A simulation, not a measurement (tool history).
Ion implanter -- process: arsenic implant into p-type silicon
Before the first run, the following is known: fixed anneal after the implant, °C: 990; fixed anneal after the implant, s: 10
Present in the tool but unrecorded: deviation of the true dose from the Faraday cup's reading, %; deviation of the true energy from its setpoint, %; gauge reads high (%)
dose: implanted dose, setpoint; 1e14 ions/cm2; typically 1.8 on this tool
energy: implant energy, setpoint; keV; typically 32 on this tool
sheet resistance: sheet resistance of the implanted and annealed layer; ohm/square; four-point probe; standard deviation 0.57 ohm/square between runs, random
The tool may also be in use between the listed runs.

run,hour,dose,energy,wafers since the last listed run,hours since the last dose calibration,hours since the extraction supply was calibrated,hours since the gauge calibration,"read-back reference wafer on the same gauge, sheet resistance",sheet resistance
1,0,2.17,32,0,364.8,496.2,2473,392.09,334.9
2,107.7,1.4,24,1330,472.5,603.9,2580.7,391.95,481.29
3,192.3,1.8,28,1044,557.1,688.5,2665.3,391.99,393.56
4,289.6,1.8,32,1201,654.4,785.8,2762.6,391.88,385.36
5,397.3,1.8,32,1330,762.1,893.5,2870.3,392.26,384.75
6,465.1,1.54,32,837,829.9,961.3,2938.1,392.16,430.25
7,573,1.8,32,1332,937.8,1069.2,3046,392,385.33
8,640.5,1.8,32,833,1005.3,1136.7,3113.5,392.11,384.84
9,710.5,1.8,38,864,1075.3,1206.7,3183.5,392.03,374.89
# hour 728.9: gauge calibrated
10,811.3,1.8,32,1245,1176.1,1307.5,82.4,391.87,386.16
11,1103.2,1.8,32,3605,1468,1599.4,374.3,392.18,387.22
12,1197.1,1.8,32,1159,1561.9,1693.3,468.2,391.86,386.07
# hour 1255.7: Faraday cup replaced and dose calibrated
13,1276.4,1.38,24.5,880,20.7,1772.6,547.5,392.07,481.42
14,1327.7,2.33,37,633,72,1823.9,598.8,392.04,309.47
15,1429.1,1.8,36,1252,173.4,1925.3,700.2,391.82,373.83
16,1521.8,1.8,32,1145,266.1,2018,792.9,392.08,382.03
17,1570.8,1.8,38,605,315.1,2067,841.9,391.99,370.75
18,1649.3,2.17,32,969,393.6,2145.5,920.4,391.95,333.34
19,1689,1.8,32,490,433.3,2185.2,960.1,392.01,381.7
20,1790.4,1.8,32,1252,534.7,2286.6,1061.5,391.72,382.54
21,1871.7,1.8,38,1004,616,2367.9,1142.8,392.11,372.44
22,1939.2,1.57,32,833,683.5,2435.4,1210.3,391.84,421.21
23,1998.6,1.8,36.5,733,742.9,2494.8,1269.7,391.68,376.41
# hour 2013.6: extraction supply calibrated
24,2103.3,1.52,41.5,1194,847.6,89.7,1374.4,391.84,415.93
25,2160.8,1.33,40,710,905.1,147.2,1431.9,391.76,458.82
26,2208.2,2.16,35.5,585,952.5,194.6,1479.3,391.98,333.87
27,2248.6,1.46,23,499,992.9,235,1519.7,392.04,474.07
28,2323.7,1.8,32,927,1068,310.1,1594.8,391.85,386.76
29,2382.1,1.8,38,721,1126.4,368.5,1653.2,392.21,376.25
30,2425.2,2.24,38,532,1169.5,411.6,1696.3,392.02,322.11
31,2529.9,1.8,35.5,1293,1274.2,516.3,1801,391.82,380.66
32,2617,1.8,32,1075,1361.3,603.4,1888.1,392.13,386.84
33,2701,1.8,32,1037,1445.3,687.4,1972.1,392.23,387.63
34,2806.4,1.29,43,1301,1550.7,792.8,2077.5,391.96,464.21
35,2872.8,2.12,22,820,1617.1,859.2,2143.9,391.73,365.67
# hour 2912.8: Faraday cup replaced and dose calibrated
36,2963.9,2.01,40.5,1026,51.1,950.3,2235,392.01,340.43
37,3039.2,1.8,24,930,126.4,1025.6,2310.3,392.27,401.07

Here are 4 independent what-if runs from the current tool condition. What would each one return?
A,3039.6,1.8,21,4,126.8,1026,2310.7,?,?
B,3039.6,1.39,36.5,4,126.8,1026,2310.7,?,?
C,3039.6,1.8,35,4,126.8,1026,2310.7,?,?
D,3039.6,1.8,43,4,126.8,1026,2310.7,?,?

run,"read-back reference wafer on the same gauge, sheet resistance",sheet resistance
A,391.75,409.77
B,391.75,449.38
C,391.75,377.64
D,391.75,364.73
Without the tool's hidden state the same runs would have given:
run,sheet resistance
A,409.06
B,448.82
C,377.09
D,364.23

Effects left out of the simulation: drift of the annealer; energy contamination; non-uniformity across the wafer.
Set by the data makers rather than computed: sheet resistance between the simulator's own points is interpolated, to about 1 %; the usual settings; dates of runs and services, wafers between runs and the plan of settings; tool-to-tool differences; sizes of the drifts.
